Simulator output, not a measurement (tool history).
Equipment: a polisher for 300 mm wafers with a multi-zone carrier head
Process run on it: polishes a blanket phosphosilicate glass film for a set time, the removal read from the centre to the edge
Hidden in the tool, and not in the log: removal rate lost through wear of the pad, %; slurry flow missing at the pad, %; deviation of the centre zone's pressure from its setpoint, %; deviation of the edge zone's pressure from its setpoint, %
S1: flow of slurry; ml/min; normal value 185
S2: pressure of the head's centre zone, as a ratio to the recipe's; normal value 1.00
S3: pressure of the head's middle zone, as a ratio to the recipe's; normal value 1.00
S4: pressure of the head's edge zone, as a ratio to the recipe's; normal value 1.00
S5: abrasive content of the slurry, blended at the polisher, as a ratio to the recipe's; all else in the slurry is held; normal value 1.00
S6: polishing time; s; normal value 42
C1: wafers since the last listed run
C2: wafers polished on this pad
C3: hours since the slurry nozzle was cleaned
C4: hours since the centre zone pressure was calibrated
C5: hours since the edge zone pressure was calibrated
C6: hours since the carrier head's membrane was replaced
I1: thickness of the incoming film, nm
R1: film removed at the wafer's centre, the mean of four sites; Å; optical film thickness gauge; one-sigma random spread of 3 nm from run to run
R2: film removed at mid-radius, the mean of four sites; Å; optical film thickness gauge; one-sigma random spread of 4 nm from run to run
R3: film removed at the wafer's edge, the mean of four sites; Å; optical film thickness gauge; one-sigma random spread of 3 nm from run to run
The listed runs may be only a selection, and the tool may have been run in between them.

{"run": 1, "hour": 0.0, "S1": 185, "S2": 1.09, "S3": 1.0, "S4": 1.0, "S5": 1.0, "S6": 37, "C1": 0, "C2": 518, "C3": 204.0, "C4": 192.1, "C5": 1154.8, "C6": 745.9, "I1": 2247.5, "R1": 3074, "R2": 2778, "R3": 2760}
{"run": 2, "hour": 57.1, "S1": 185, "S2": 1.09, "S3": 1.0, "S4": 1.0, "S5": 1.0, "S6": 37, "C1": 757, "C2": 1276, "C3": 261.1, "C4": 249.2, "C5": 1211.9, "C6": 803.0, "I1": 2221.1, "R1": 3031, "R2": 2778, "R3": 2741}
{"hour": 86.6, "done": "centre zone pressure recalibrated"}
{"hour": 101.9, "done": "worn pad replaced by a new one"}
{"run": 3, "hour": 102.4, "S1": 185, "S2": 1.09, "S3": 1.0, "S4": 1.0, "S5": 1.0, "S6": 37, "C1": 521, "C2": 6, "C3": 306.4, "C4": 15.8, "C5": 1257.2, "C6": 848.3, "I1": 2254.4, "R1": 3051, "R2": 2833, "R3": 2783}
{"run": 4, "hour": 167.6, "S1": 135, "S2": 1.0, "S3": 1.0, "S4": 1.0, "S5": 1.0, "S6": 42, "C1": 864, "C2": 871, "C3": 371.6, "C4": 81.0, "C5": 1322.4, "C6": 913.5, "I1": 2242.9, "R1": 2966, "R2": 2981, "R3": 2995}
{"run": 5, "hour": 198.5, "S1": 135, "S2": 1.0, "S3": 1.0, "S4": 1.0, "S5": 1.0, "S6": 42, "C1": 409, "C2": 1281, "C3": 402.5, "C4": 111.9, "C5": 1353.3, "C6": 944.4, "I1": 2227.7, "R1": 3024, "R2": 3042, "R3": 3041}
{"run": 6, "hour": 265.0, "S1": 185, "S2": 1.0, "S3": 1.0, "S4": 1.0, "S5": 1.0, "S6": 42, "C1": 882, "C2": 2163, "C3": 469.0, "C4": 178.4, "C5": 1419.8, "C6": 1010.9, "I1": 2219.8, "R1": 3170, "R2": 3160, "R3": 3167}
{"hour": 270.9, "done": "worn pad replaced by a new one"}
{"run": 7, "hour": 308.9, "S1": 185, "S2": 1.0, "S3": 1.0, "S4": 1.0, "S5": 1.0, "S6": 42, "C1": 529, "C2": 503, "C3": 512.9, "C4": 222.3, "C5": 1463.7, "C6": 1054.8, "I1": 2212.8, "R1": 3195, "R2": 3122, "R3": 3155}
{"hour": 319.8, "done": "slurry nozzle cleaned"}
{"hour": 340.6, "done": "edge zone pressure recalibrated"}
{"hour": 372.8, "done": "centre zone pressure recalibrated"}
{"run": 8, "hour": 374.3, "S1": 185, "S2": 1.0, "S3": 1.0, "S4": 1.0, "S5": 1.0, "S6": 42, "C1": 801, "C2": 1304, "C3": 54.5, "C4": 1.5, "C5": 33.7, "C6": 1120.2, "I1": 2250.6, "R1": 3168, "R2": 3161, "R3": 3162}
{"hour": 418.9, "done": "worn pad replaced by a new one"}
{"run": 9, "hour": 436.1, "S1": 185, "S2": 1.0, "S3": 0.92, "S4": 1.0, "S5": 1.0, "S6": 42, "C1": 766, "C2": 228, "C3": 116.3, "C4": 63.3, "C5": 95.5, "C6": 1182.0, "I1": 2213.5, "R1": 3166, "R2": 2921, "R3": 3166}
{"run": 10, "hour": 523.5, "S1": 225, "S2": 1.0, "S3": 0.94, "S4": 1.0, "S5": 1.3, "S6": 31, "C1": 1159, "C2": 1387, "C3": 203.7, "C4": 150.7, "C5": 182.9, "C6": 1269.4, "I1": 2248.6, "R1": 2589, "R2": 2402, "R3": 2542}
{"run": 11, "hour": 550.3, "S1": 185, "S2": 1.0, "S3": 1.0, "S4": 1.0, "S5": 1.0, "S6": 42, "C1": 355, "C2": 1742, "C3": 230.5, "C4": 177.5, "C5": 209.7, "C6": 1296.2, "I1": 2233.7, "R1": 3182, "R2": 3201, "R3": 3131}
{"hour": 559.9, "done": "carrier head's membrane replaced by a new one"}
{"hour": 569.1, "done": "worn pad replaced by a new one"}
{"run": 12, "hour": 584.9, "S1": 185, "S2": 1.0, "S3": 1.0, "S4": 1.05, "S5": 1.0, "S6": 42, "C1": 339, "C2": 209, "C3": 265.1, "C4": 212.1, "C5": 244.3, "C6": 25.0, "I1": 2229.8, "R1": 3147, "R2": 3220, "R3": 3272}
{"run": 13, "hour": 656.3, "S1": 220, "S2": 1.0, "S3": 1.05, "S4": 1.0, "S5": 0.9, "S6": 42, "C1": 947, "C2": 1156, "C3": 336.5, "C4": 283.5, "C5": 315.7, "C6": 96.4, "I1": 2236.8, "R1": 3176, "R2": 3285, "R3": 3102}
{"hour": 662.8, "done": "centre zone pressure recalibrated"}
{"run": 14, "hour": 703.2, "S1": 185, "S2": 1.0, "S3": 1.0, "S4": 1.0, "S5": 1.25, "S6": 42, "C1": 595, "C2": 1751, "C3": 383.4, "C4": 40.4, "C5": 362.6, "C6": 143.3, "I1": 2227.7, "R1": 3422, "R2": 3362, "R3": 3302}
{"hour": 707.8, "done": "worn pad replaced by a new one"}
{"hour": 729.9, "done": "slurry nozzle cleaned"}
{"run": 15, "hour": 737.2, "S1": 185, "S2": 1.06, "S3": 1.0, "S4": 1.0, "S5": 1.0, "S6": 42, "C1": 384, "C2": 376, "C3": 7.3, "C4": 74.4, "C5": 396.6, "C6": 177.3, "I1": 2234.2, "R1": 3385, "R2": 3151, "R3": 3075}

Consider 3 possible next runs. They are alternatives, not a sequence: every one starts from the tool as it was left by run 15. What does each give?
{"run": "A", "hour": 737.6, "S1": 185, "S2": 1.0, "S3": 1.0, "S4": 1.0, "S5": 1.0, "S6": 42, "C1": 5, "C2": 381, "C3": 7.7, "C4": 74.8, "C5": 397.0, "C6": 177.7, "I1": 2244.0, "R1": "?", "R2": "?", "R3": "?"}
{"run": "B", "hour": 737.6, "S1": 215, "S2": 1.0, "S3": 0.89, "S4": 0.97, "S5": 1.0, "S6": 42, "C1": 5, "C2": 381, "C3": 7.7, "C4": 74.8, "C5": 397.0, "C6": 177.7, "I1": 2244.0, "R1": "?", "R2": "?", "R3": "?"}
{"run": "C", "hour": 737.6, "S1": 185, "S2": 1.0, "S3": 1.04, "S4": 1.0, "S5": 1.25, "S6": 42, "C1": 5, "C2": 381, "C3": 7.7, "C4": 74.8, "C5": 397.0, "C6": 177.7, "I1": 2244.0, "R1": "?", "R2": "?", "R3": "?"}

run=A R1=3208 R2=3228 R3=3113
run=B R1=3285 R2=2993 R3=3122
run=C R1=3392 R2=3527 R3=3288
Take away the tool's hidden state, keep each run's random variation, and the runs would have read:
run=A R1=3208 R2=3228 R3=3113
run=B R1=3285 R2=2993 R3=3122
run=C R1=3392 R2=3527 R3=3288
